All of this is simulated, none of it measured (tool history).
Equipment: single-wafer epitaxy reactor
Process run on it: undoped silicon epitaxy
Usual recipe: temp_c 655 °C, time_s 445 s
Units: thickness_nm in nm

| run | hour | temp_c | time_s | read-back reference wafer on the same gauge, thickness_nm | thickness_nm |
|---|---|---|---|---|---|
| 1 | 0.0 | 655 | 445 | 70.077 | 74.252 |
| 2 | 8.3 | 655 | 445 | 70.114 | 74.513 |
| 3 | 16.3 | 655 | 445 | 70.107 | 74.095 |
| 4 | 26.0 | 652 | 487 | 70.085 | 76.598 |
|  | 27.4 | gauge calibrated |
| 5 | 42.6 | 652 | 487 | 70.058 | 76.593 |
| 6 | 58.7 | 655 | 445 | 70.119 | 73.923 |
| 7 | 70.0 | 655 | 445 | 70.071 | 73.777 |
| 8 | 84.7 | 655 | 445 | 70.090 | 73.817 |
|  | 96.6 | pyrometer calibrated |
| 9 | 97.1 | 663 | 475 | 70.116 | 101.392 |
| 10 | 102.7 | 659 | 388 | 70.099 | 76.640 |
| 11 | 113.1 | 659 | 389 | 70.091 | 76.904 |
|  | 124.1 | gauge calibrated |
| 12 | 129.0 | 644 | 403 | 70.128 | 59.770 |
| 13 | 138.5 | 668 | 496 | 70.061 | 115.786 |
| 14 | 145.4 | 664 | 398 | 70.074 | 86.600 |

Predict the results of run 15:
| 15 | 160.9 | 655 | 472 | ? | ? |

Run 15 produced read-back reference wafer on the same gauge, thickness_nm 70.081, thickness_nm 86.224 nm.
Had the tool carried no hidden state, the very same run would have given thickness_nm 85.494 nm.
